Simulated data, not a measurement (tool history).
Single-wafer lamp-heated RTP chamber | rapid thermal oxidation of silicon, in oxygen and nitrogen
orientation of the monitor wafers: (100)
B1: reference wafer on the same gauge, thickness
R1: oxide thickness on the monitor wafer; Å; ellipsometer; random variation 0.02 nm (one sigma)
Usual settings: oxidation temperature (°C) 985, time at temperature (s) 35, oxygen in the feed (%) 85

run 1 hour=0 | oxidation_temperature_(°C)=985 time_at_temperature_(s)=35 oxygen_in_the_feed_(%)=85 | B1=3.55 | R1=40.94
run 2 hour=11.7 | oxidation_temperature_(°C)=985 time_at_temperature_(s)=35 oxygen_in_the_feed_(%)=85 | B1=3.557 | R1=41.73
run 3 hour=22.7 | oxidation_temperature_(°C)=985 time_at_temperature_(s)=35 oxygen_in_the_feed_(%)=85 | B1=3.555 | R1=41.41
run 4 hour=30.8 | oxidation_temperature_(°C)=985 time_at_temperature_(s)=35 oxygen_in_the_feed_(%)=85 | B1=3.549 | R1=41.28
run 5 hour=82.1 | oxidation_temperature_(°C)=985 time_at_temperature_(s)=35 oxygen_in_the_feed_(%)=63 | B1=3.55 | R1=38.28
run 6 hour=97.1 | oxidation_temperature_(°C)=985 time_at_temperature_(s)=35 oxygen_in_the_feed_(%)=85 | B1=3.548 | R1=41.89
-- hour=119.7 pyrometer window cleaned and pyrometer calibrated
-- hour=128 oxygen flow controller replaced
run 7 hour=128.5 | oxidation_temperature_(°C)=985 time_at_temperature_(s)=35 oxygen_in_the_feed_(%)=85 | B1=3.549 | R1=43.8
run 8 hour=128.8 | oxidation_temperature_(°C)=985 time_at_temperature_(s)=35 oxygen_in_the_feed_(%)=85 | B1=3.547 | R1=44.03
run 9 hour=138.7 | oxidation_temperature_(°C)=985 time_at_temperature_(s)=35 oxygen_in_the_feed_(%)=85 | B1=3.546 | R1=43.84
run 10 hour=154.3 | oxidation_temperature_(°C)=985 time_at_temperature_(s)=35 oxygen_in_the_feed_(%)=85 | B1=3.546 | R1=43.8
-- hour=169.6 pyrometer window cleaned and pyrometer calibrated, repeated, since the last time left the tool worse
run 11 hour=170.1 | oxidation_temperature_(°C)=985 time_at_temperature_(s)=35 oxygen_in_the_feed_(%)=85 | B1=3.55 | R1=40.53
run 12 hour=181.4 | oxidation_temperature_(°C)=985 time_at_temperature_(s)=35 oxygen_in_the_feed_(%)=85 | B1=3.548 | R1=40.68
run 13 hour=192 | oxidation_temperature_(°C)=985 time_at_temperature_(s)=35 oxygen_in_the_feed_(%)=85 | B1=3.549 | R1=40.55
-- hour=193.2 gauge calibrated
run 14 hour=200.8 | oxidation_temperature_(°C)=997 time_at_temperature_(s)=52 oxygen_in_the_feed_(%)=98 | B1=3.552 | R1=54.83
run 15 hour=207.7 | oxidation_temperature_(°C)=985 time_at_temperature_(s)=35 oxygen_in_the_feed_(%)=98 | B1=3.546 | R1=42.69
run 16 hour=217.5 | oxidation_temperature_(°C)=985 time_at_temperature_(s)=20 oxygen_in_the_feed_(%)=85 | B1=3.557 | R1=32.94
run 17 hour=224.6 | oxidation_temperature_(°C)=1005 time_at_temperature_(s)=52 oxygen_in_the_feed_(%)=69 | B1=3.544 | R1=51.63
run 18 hour=246.6 | oxidation_temperature_(°C)=1011 time_at_temperature_(s)=35 oxygen_in_the_feed_(%)=85 | B1=3.552 | R1=48.66
run 19 hour=257.5 | oxidation_temperature_(°C)=963 time_at_temperature_(s)=18 oxygen_in_the_feed_(%)=85 | B1=3.551 | R1=28.45
run 20 hour=267.5 | oxidation_temperature_(°C)=985 time_at_temperature_(s)=51 oxygen_in_the_feed_(%)=98 | B1=3.549 | R1=50.18

Forecast each of these 5 alternatives for the next run:
run A hour=267.9 | oxidation_temperature_(°C)=985 time_at_temperature_(s)=35 oxygen_in_the_feed_(%)=85 | B1=? | R1=?
run B hour=267.9 | oxidation_temperature_(°C)=1001 time_at_temperature_(s)=35 oxygen_in_the_feed_(%)=66 | B1=? | R1=?
run C hour=267.9 | oxidation_temperature_(°C)=1014 time_at_temperature_(s)=47 oxygen_in_the_feed_(%)=98 | B1=? | R1=?
run D hour=267.9 | oxidation_temperature_(°C)=961 time_at_temperature_(s)=22 oxygen_in_the_feed_(%)=93 | B1=? | R1=?
run E hour=267.9 | oxidation_temperature_(°C)=1002 time_at_temperature_(s)=47 oxygen_in_the_feed_(%)=98 | B1=? | R1=?

run=A B1=3.545 R1=40.68
run=B B1=3.545 R1=41.83
run=C B1=3.545 R1=59.27
run=D B1=3.545 R1=30.38
run=E B1=3.545 R1=54.38
Without the tool's hidden state the same runs would have given:
run=A R1=40.16
run=B R1=41.31
run=C R1=58.47
run=D R1=30.07
run=E R1=53.64
